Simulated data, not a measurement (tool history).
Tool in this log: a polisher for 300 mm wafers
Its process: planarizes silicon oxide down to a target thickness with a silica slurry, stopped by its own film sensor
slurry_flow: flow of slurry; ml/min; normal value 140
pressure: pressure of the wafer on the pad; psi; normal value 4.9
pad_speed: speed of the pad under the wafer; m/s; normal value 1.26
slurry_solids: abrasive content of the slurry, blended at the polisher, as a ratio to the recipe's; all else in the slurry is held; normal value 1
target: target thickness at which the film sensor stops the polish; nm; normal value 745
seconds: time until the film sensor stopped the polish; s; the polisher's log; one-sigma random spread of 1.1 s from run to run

| run | hour | slurry_flow | pressure | pad_speed | slurry_solids | target | wafers since the last listed run | wafers polished on this pad | hours since the slurry nozzle was cleaned | hours since the head pressure was calibrated | hours since the slurry blender was calibrated | hours since the conditioning disc was replaced | incoming thickness of the incoming film, nm | seconds |
|---|---|---|---|---|---|---|---|---|---|---|---|---|---|---|
| 1 | 0 | 140 | 4.9 | 1.26 | 1 | 745 | 0 | 728 | 174.5 | 379.2 | 273.8 | 211 | 1222.3 | 132.4 |
| 2 | 26.8 | 115 | 4.9 | 1.26 | 1 | 745 | 142 | 871 | 201.3 | 406 | 300.6 | 237.8 | 1204.1 | 132.2 |
| 3 | 43.2 | 115 | 4.9 | 1.26 | 1 | 745 | 87 | 959 | 217.7 | 422.4 | 317 | 254.2 | 1219.9 | 137.5 |
|  | 60.9 | worn pad replaced by a new one |
| 4 | 61.3 | 115 | 4.9 | 1.26 | 1 | 745 | 75 | 1 | 235.8 | 440.5 | 335.1 | 272.3 | 1221.2 | 138.3 |
| 5 | 81.8 | 140 | 4.9 | 1.26 | 1 | 745 | 109 | 111 | 256.3 | 461 | 355.6 | 292.8 | 1205.9 | 129.8 |
| 6 | 107.3 | 140 | 4.9 | 1.26 | 1 | 745 | 136 | 247 | 281.8 | 486.5 | 381.1 | 318.3 | 1220.7 | 137.5 |
|  | 113.4 | slurry nozzle cleaned |
| 7 | 120.5 | 140 | 4.9 | 1.26 | 1 | 745 | 65 | 312 | 7.1 | 499.7 | 394.3 | 331.5 | 1200.4 | 123.2 |
| 8 | 135.7 | 140 | 4.9 | 1.26 | 1 | 745 | 81 | 393 | 22.3 | 514.9 | 409.5 | 346.7 | 1223.4 | 131 |

The next listed run, before its measurement:
|  | 172.6 | slurry blender recalibrated |
| 9 | 173.1 | 140 | 5.8 | 1.42 | 1 | 655 | 188 | 582 | 59.7 | 552.3 | 0.5 | 384.1 | 1206.5 | ? |

seconds: 115.2 s
The same run, on a tool lacking any hidden state, would have yielded seconds 113.7 s.

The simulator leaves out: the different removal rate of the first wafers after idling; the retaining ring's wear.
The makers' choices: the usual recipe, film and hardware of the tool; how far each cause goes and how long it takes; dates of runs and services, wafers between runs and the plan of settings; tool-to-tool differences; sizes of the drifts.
